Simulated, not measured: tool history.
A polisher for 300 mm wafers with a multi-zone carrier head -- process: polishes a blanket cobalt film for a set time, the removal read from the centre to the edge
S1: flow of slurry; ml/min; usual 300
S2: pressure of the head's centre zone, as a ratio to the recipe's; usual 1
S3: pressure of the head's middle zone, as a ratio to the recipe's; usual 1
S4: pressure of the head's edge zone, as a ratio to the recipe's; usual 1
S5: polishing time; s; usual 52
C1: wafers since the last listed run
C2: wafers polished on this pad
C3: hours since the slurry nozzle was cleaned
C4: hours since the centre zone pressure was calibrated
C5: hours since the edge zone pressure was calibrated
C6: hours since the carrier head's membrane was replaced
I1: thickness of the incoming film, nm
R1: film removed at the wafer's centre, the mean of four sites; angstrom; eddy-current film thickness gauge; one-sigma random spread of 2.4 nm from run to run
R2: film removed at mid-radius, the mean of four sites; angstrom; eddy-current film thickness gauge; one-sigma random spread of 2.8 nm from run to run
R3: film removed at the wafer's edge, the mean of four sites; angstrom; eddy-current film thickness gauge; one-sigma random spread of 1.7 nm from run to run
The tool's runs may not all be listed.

run	hour	S1	S2	S3	S4	S5	C1	C2	C3	C4	C5	C6	I1	R1	R2	R3
1	0	300	1	1	1	52	0	122	321	1054.5	346.6	1818.1	683.1	2065	2110	2071
2	11.2	300	1	1	1	52	166	289	332.2	1065.7	357.8	1829.3	673.7	2050	2086	2115
3	26.6	300	1	1	1	52	229	519	347.6	1081.1	373.2	1844.7	658.7	2035	2139	2111
# hour 31.4: worn pad replaced by a new one
4	39.2	235	1	1	1	52	128	115	360.2	1093.7	385.8	1857.3	677.6	2029	2052	2033
5	48	235	1	1	1	52	131	247	369	1102.5	394.6	1866.1	674.2	1998	2059	2077
6	57.8	300	1	1	1	41	146	393	378.8	1112.3	404.4	1875.9	678.5	1608	1643	1610
# hour 71.3: edge zone pressure recalibrated
# hour 74.6: worn pad replaced by a new one
7	75.1	300	1	1	1	52	178	6	396.1	1129.6	3.8	1893.2	662.1	2066	2099	2070
8	85.8	300	1	1	1	52	159	166	406.8	1140.3	14.5	1903.9	666.7	2044	2142	2102

Run 9 has not been measured yet. What should we expect?
# hour 95.5: slurry nozzle cleaned
9	96	300	1	1	1	41	137	303	0.5	1150.5	24.7	1914.1	672.2	?	?	?

{"run 9": {"R1": 1609, "R2": 1673, "R3": 1630}}
Had the tool carried no hidden state, the very same run would have given R1 1609 angstrom, R2 1673 angstrom, R3 1630 angstrom.

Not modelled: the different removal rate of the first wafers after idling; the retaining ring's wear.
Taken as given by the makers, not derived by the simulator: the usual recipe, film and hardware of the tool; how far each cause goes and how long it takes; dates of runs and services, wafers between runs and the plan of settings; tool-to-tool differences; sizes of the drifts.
